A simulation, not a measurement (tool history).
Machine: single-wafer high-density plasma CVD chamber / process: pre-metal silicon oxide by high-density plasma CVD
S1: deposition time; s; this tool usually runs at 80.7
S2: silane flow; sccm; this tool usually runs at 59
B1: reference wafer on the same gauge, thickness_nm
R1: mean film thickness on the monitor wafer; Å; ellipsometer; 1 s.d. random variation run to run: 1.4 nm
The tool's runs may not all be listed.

Run 1, hour 0.0: usual settings; B1 395.902. Result: R1 4522.97 Å.
Run 2, hour 19.1: usual settings; B1 396.328. Result: R1 4524.31 Å.
Run 3, hour 47.2: usual settings; B1 395.939. Result: R1 4512.99 Å.
Run 4, hour 76.8: usual settings; B1 396.217. Result: R1 4520.41 Å.
Run 5, hour 111.0: usual settings; B1 395.649. Result: R1 4484.28 Å.
At hour 120.2: gauge calibrated.
Run 6, hour 125.3: usual settings; B1 395.790. Result: R1 4498.06 Å.
Run 7, hour 154.5: usual settings but S2 65 sccm; B1 395.714. Result: R1 4961.24 Å.
Run 8, hour 188.8: usual settings; B1 396.052. Result: R1 4473.33 Å.
Run 9, hour 218.1: usual settings; B1 395.793. Result: R1 4482.00 Å.
Run 10, hour 239.7: usual settings; B1 396.356. Result: R1 4475.35 Å.
Run 11, hour 255.2: usual settings; B1 395.906. Result: R1 4487.80 Å.
Run 12, hour 273.8: usual settings; B1 395.943. Result: R1 4501.16 Å.
Run 13, hour 288.7: usual settings; B1 396.057. Result: R1 4499.59 Å.
Run 14, hour 315.1: usual settings; B1 395.817. Result: R1 4484.86 Å.
Run 15, hour 342.2: usual settings; B1 395.828. Result: R1 4472.14 Å.
Run 16, hour 355.1: usual settings; B1 396.101. Result: R1 4471.35 Å.
Run 17, hour 382.1: usual settings; B1 396.061. Result: R1 4469.76 Å.
Run 18, hour 412.8: usual settings but S1 74.2 s; B1 395.637. Result: R1 4107.42 Å.
Run 19, hour 441.4: usual settings but S1 74.2 s; B1 395.880. Result: R1 4105.80 Å.
Run 20, hour 461.2: usual settings but S1 74.2 s; B1 395.961. Result: R1 4111.12 Å.
Run 21, hour 491.9: usual settings but S1 93.4 s, S2 62 sccm; B1 395.758. Result: R1 5428.23 Å.
Run 22, hour 510.6: usual settings but S1 75.8 s, S2 54 sccm; B1 395.965. Result: R1 3846.41 Å.
Run 23, hour 525.0: usual settings but S2 69 sccm; B1 396.008. Result: R1 5233.87 Å.
Run 24, hour 551.5: usual settings; B1 395.965. Result: R1 4501.23 Å.
Run 25, hour 603.4: usual settings; B1 396.257. Result: R1 4474.91 Å.
Run 26, hour 634.1: usual settings; B1 395.603. Result: R1 4481.86 Å.
Run 27, hour 662.9: usual settings but S1 66.7 s, S2 68 sccm; B1 395.878. Result: R1 4257.00 Å.
Run 28, hour 680.1: usual settings but S1 76.5 s, S2 65 sccm; B1 396.359. Result: R1 4652.80 Å.
Run 29, hour 708.5: usual settings; B1 395.887. Result: R1 4473.84 Å.
At hour 719.6: gauge calibrated.
Run 30, hour 733.0: usual settings but S1 67.9 s, S2 54 sccm; B1 395.817. Result: R1 3428.78 Å.
Run 31, hour 763.0: usual settings but S1 68.2 s, S2 52 sccm; B1 395.814. Result: R1 3328.30 Å.
Run 32, hour 780.2: usual settings but S1 68.0 s, S2 69 sccm; B1 395.768. Result: R1 4398.70 Å.
Run 33, hour 793.1: usual settings but S2 50 sccm; B1 396.237. Result: R1 3790.59 Å.
Run 34, hour 811.8: usual settings but S2 64 sccm; B1 396.086. Result: R1 4835.47 Å.
At hour 835.4: silane flow controller replaced.
Run 35, hour 846.2: usual settings but S1 91.9 s; B1 395.950. Result: R1 5471.05 Å.
Run 36, hour 878.4: usual settings; B1 395.967. Result: R1 4766.92 Å.
Run 37, hour 908.5: usual settings; B1 396.202. Result: R1 4810.68 Å.
Run 38, hour 926.7: usual settings but S1 74.3 s, S2 53 sccm; B1 395.872. Result: R1 3949.15 Å.
Run 39, hour 945.9: usual settings but S1 66.6 s, S2 55 sccm; B1 395.831. Result: R1 3676.17 Å.
Run 40, hour 959.7: usual settings but S1 89.8 s; B1 396.136. Result: R1 5330.13 Å.
Run 41, hour 979.3: usual settings but S1 67.7 s, S2 64 sccm; B1 396.002. Result: R1 4316.49 Å.
Run 42, hour 997.7: usual settings but S1 89.3 s, S2 54 sccm; B1 396.252. Result: R1 4813.83 Å.
Run 43, hour 1062.7: usual settings but S1 89.6 s, S2 55 sccm; B1 395.827. Result: R1 4942.59 Å.

Subtracting, for every run, the result it would have given without the tool's unlogged condition from the measured result gives the following. The same run-to-run variation enters both numbers; the gauge's scatter may not:
The hidden state here: delivered silane flow above the setpoint (%); gauge reads high (%).
run       R1
  1  -247.83
  2  -249.18
  3  -250.43
  4  -252.82
  5  -253.06
  6  -254.80
  7  -283.18
  8  -257.60
  9  -260.06
 10  -261.10
 11  -262.86
 12  -264.89
 13  -265.80
 14  -266.69
 15  -267.73
 16  -268.54
 17  -270.25
 18  -250.22
 19  -251.87
 20  -253.41
 21  -337.10
 22  -239.94
 23  -327.62
 24  -283.55
 25  -285.37
 26  -287.88
 27  -275.28
 28  -302.07
 29  -292.37
 30  -225.34
 31  -220.24
 32  -292.21
 33  -252.55
 34  -323.53
 35   +29.49
 36   +23.67
 37   +22.00
 38   +17.11
 39   +15.00
 40   +20.78
 41   +15.71
 42   +16.36
 43   +12.56
